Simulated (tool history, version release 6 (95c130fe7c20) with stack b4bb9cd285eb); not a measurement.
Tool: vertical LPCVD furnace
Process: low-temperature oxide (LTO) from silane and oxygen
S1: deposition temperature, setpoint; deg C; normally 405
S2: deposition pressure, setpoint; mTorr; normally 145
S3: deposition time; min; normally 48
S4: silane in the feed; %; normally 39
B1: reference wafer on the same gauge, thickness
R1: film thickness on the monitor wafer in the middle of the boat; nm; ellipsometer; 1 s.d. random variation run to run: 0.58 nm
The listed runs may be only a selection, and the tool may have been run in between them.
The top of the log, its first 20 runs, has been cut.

run,day,S1,S2,S3,S4,B1,R1
# day 14.017: silane flow controller replaced
21,15.4,401,155,48,46,250.98,356.96
22,16.308,405,145,62,39,251.25,375.15
23,17.117,408,145,48,32,251.1,231.42
24,17.888,405,115,48,43,250.85,257.83
25,18.65,405,175,48,45,250.9,411.27
26,19.158,405,160,63.5,34,250.99,356.26
27,19.508,405,155,57,39,251.25,368.81
28,20.012,405,130,57,39,250.87,311.48
29,20.688,405,145,48,33,250.81,234.68
30,21.142,405,145,48,39,250.91,291.88

Forecast each of these 5 alternatives for the next run:
A,21.367,405,145,48,39,?,?
B,21.367,410,145,48,46,?,?
C,21.367,413,160,41.5,35,?,?
D,21.367,405,125,54.5,39,?,?
E,21.367,401,145,48,35,?,?

run,B1,R1
A,250.88,291.61
B,250.88,367.06
C,250.88,265.1
D,250.88,285.43
E,250.88,243.28
Without the tool's hidden state the same runs would have given:
run,R1
A,286.06
B,360.57
C,260.05
D,280
E,238.42

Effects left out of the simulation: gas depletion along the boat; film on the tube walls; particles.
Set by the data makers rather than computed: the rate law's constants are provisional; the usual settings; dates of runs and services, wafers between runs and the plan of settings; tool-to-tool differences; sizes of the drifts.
